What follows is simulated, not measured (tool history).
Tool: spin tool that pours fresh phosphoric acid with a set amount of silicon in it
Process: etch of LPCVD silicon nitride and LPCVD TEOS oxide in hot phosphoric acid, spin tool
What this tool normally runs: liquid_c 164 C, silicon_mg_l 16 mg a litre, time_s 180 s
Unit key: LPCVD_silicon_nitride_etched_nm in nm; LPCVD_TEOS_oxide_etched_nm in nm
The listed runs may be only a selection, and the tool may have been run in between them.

| run | hour | liquid_c | silicon_mg_l | time_s | read-back film thickness of the LPCVD silicon nitride reference wafer, read on the same gauge (nm) | read-back film thickness of the LPCVD TEOS oxide reference wafer, read on the same gauge (nm) | LPCVD_silicon_nitride_etched_nm | LPCVD_TEOS_oxide_etched_nm |
|---|---|---|---|---|---|---|---|---|
| 1 | 0 | 164 | 24 | 180 | 110 | 79.985 | 15.7 | 0.734 |
| 2 | 48.5 | 164 | 24 | 180 | 110 | 80.002 | 15.54 | 0.721 |
| 3 | 114.7 | 164 | 16 | 230 | 109.97 | 79.972 | 19.81 | 1.156 |
| 4 | 146.5 | 164 | 16 | 230 | 109.98 | 79.994 | 19.73 | 1.162 |
| 5 | 218.3 | 164 | 16 | 230 | 109.94 | 79.991 | 19.79 | 1.134 |
|  | 250.5 | dissolved silicon flow meter replaced |
| 6 | 267.2 | 164 | 16 | 180 | 110 | 79.982 | 15.45 | 0.884 |
| 7 | 308.4 | 164 | 3.5 | 255 | 109.99 | 79.993 | 21.72 | 1.664 |
|  | 311.8 | gauge calibrated |
| 8 | 339 | 164 | 16 | 180 | 109.96 | 79.979 | 15.45 | 0.888 |
| 9 | 395.5 | 165.5 | 16 | 180 | 109.98 | 80.002 | 16.02 | 0.977 |
|  | 438.7 | thermometer replaced |
| 10 | 459.3 | 166 | 27 | 265 | 109.99 | 80.027 | 25.46 | 1.185 |
| 11 | 491.6 | 161.5 | 8.5 | 180 | 110.02 | 79.954 | 14.86 | 0.94 |
| 12 | 537.6 | 165.5 | 23.5 | 145 | 110 | 79.993 | 13.63 | 0.701 |
| 13 | 583.6 | 164 | 11 | 215 | 110.04 | 79.99 | 18.98 | 1.294 |
|  | 586.5 | heated supply line repaired |
| 14 | 636.7 | 164 | 5.5 | 180 | 110.01 | 80.003 | 17.15 | 1.49 |
| 15 | 669.4 | 164 | 8.5 | 180 | 109.98 | 80.003 | 17.2 | 1.376 |
| 16 | 736.2 | 164 | 16 | 180 | 110.01 | 79.991 | 17.13 | 1.103 |
| 17 | 773.2 | 166.5 | 20.5 | 85 | 109.96 | 80.013 | 8.74 | 0.564 |
| 18 | 835.7 | 164 | 11 | 215 | 110.01 | 80.027 | 20.6 | 1.498 |
| 19 | 900.8 | 162.5 | 3.5 | 210 | 110 | 79.973 | 19.04 | 1.538 |
|  | 922.1 | dissolved silicon flow meter replaced |
| 20 | 972.5 | 164 | 8.5 | 180 | 109.95 | 79.984 | 17.13 | 1.304 |
| 21 | 1032.2 | 162.5 | 16 | 220 | 110.01 | 79.988 | 19.64 | 1.219 |
| 22 | 1056.5 | 164 | 28 | 140 | 109.98 | 79.982 | 13.04 | 0.601 |
| 23 | 1126.8 | 164 | 16 | 220 | 110 | 79.986 | 20.52 | 1.339 |

Measured result minus the same run's result without the hidden state. Both carry the same run-to-run variation, though not necessarily the same gauge scatter:
The tool's hidden condition here consists of: liquid colder than its thermometer reads (K); dissolved silicon flow above the setpoint (%); temperature lost on the way to the wafer (K); gauge reads high (%).
| run | LPCVD_silicon_nitride_etched_nm | LPCVD_TEOS_oxide_etched_nm |
|---|---|---|
| 1 | -1.95 | -0.217 |
| 2 | -1.98 | -0.219 |
| 3 | -2.61 | -0.361 |
| 4 | -2.63 | -0.37 |
| 5 | -2.72 | -0.373 |
| 6 | -2.17 | -0.297 |
| 7 | -3.1 | -0.57 |
| 8 | -2.24 | -0.308 |
| 9 | -2.36 | -0.346 |
| 10 | -2.31 | -0.251 |
| 11 | -1.4 | -0.207 |
| 12 | -1.29 | -0.155 |
| 13 | -1.87 | -0.298 |
| 14 | -0.33 | -0.063 |
| 15 | -0.36 | -0.064 |
| 16 | -0.42 | -0.06 |
| 17 | -0.22 | -0.033 |
| 18 | -0.6 | -0.099 |
| 19 | -0.63 | -0.114 |
| 20 | -0.63 | -0.108 |
| 21 | -0.78 | -0.11 |
| 22 | -0.54 | -0.056 |
| 23 | -0.92 | -0.136 |
